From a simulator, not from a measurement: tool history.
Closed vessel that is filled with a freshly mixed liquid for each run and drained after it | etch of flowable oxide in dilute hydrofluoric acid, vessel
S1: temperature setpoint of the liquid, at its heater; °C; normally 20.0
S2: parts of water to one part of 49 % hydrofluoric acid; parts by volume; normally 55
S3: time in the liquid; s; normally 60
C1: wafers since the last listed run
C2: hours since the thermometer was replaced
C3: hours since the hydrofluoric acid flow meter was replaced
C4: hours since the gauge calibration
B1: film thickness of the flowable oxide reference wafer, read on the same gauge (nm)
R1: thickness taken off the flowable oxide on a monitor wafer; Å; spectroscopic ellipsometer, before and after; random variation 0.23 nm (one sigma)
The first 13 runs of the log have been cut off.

run	hour	S1	S2	S3	C1	C2	C3	C4	B1	R1
# hour 607.2: thermometer replaced
14	621.2	20.0	40	40	6788	14.0	1233.7	155.9	69.99	194.6
15	667.6	17.0	80	90	4673	60.4	1280.1	202.3	69.98	176.7
16	736.5	22.5	45	80	6939	129.3	1349.0	271.2	69.98	373.7
17	788.7	20.0	55	60	5257	181.5	1401.2	323.4	70.00	198.9
18	852.1	20.0	55	60	6385	244.9	1464.6	386.8	69.98	194.0
19	886.3	20.0	80	60	3444	279.1	1498.8	421.0	69.97	128.6
20	944.4	20.0	80	85	5851	337.2	1556.9	479.1	69.98	184.7
21	973.4	20.0	55	60	2920	366.2	1585.9	508.1	69.98	196.3
# hour 986.7: hydrofluoric acid flow meter replaced
22	1000.3	20.0	65	60	2608	393.1	13.6	535.0	69.94	190.5
23	1049.7	22.5	65	75	4975	442.5	63.0	584.4	69.98	257.8
24	1087.2	17.0	85	60	3776	480.0	100.5	621.9	70.00	119.2
25	1131.7	20.0	75	45	4481	524.5	145.0	666.4	69.97	117.8
26	1198.3	18.5	45	85	6707	591.1	211.6	733.0	69.98	360.1
27	1240.6	20.0	55	60	4260	633.4	253.9	775.3	70.00	218.8
28	1268.8	17.0	85	75	2840	661.6	282.1	803.5	70.00	148.4
29	1306.5	18.5	55	80	3796	699.3	319.8	841.2	69.97	268.3
30	1377.1	20.0	55	60	7110	769.9	390.4	911.8	70.00	210.1
31	1418.6	20.0	55	60	4179	811.4	431.9	953.3	70.00	212.9
32	1445.5	24.0	55	60	2709	838.3	458.8	980.2	70.01	247.7
33	1498.4	20.0	30	60	5327	891.2	511.7	1033.1	70.03	397.6

Below are 4 alternative next runs, each starting from the tool's condition after run 33. Predict each:
A	1499.1	17.0	55	60	70	891.9	512.4	1033.8	?	?
B	1499.1	23.0	75	50	70	891.9	512.4	1033.8	?	?
C	1499.1	23.0	55	60	70	891.9	512.4	1033.8	?	?
D	1499.1	20.0	35	60	70	891.9	512.4	1033.8	?	?

run	B1	R1
A	69.98	184.9
B	69.98	142.2
C	69.98	238.7
D	69.98	338.9
With the hidden condition removed and each run's random variation left untouched, the same runs would have given:
run	R1
A	198.7
B	152.7
C	256.2
D	363.8
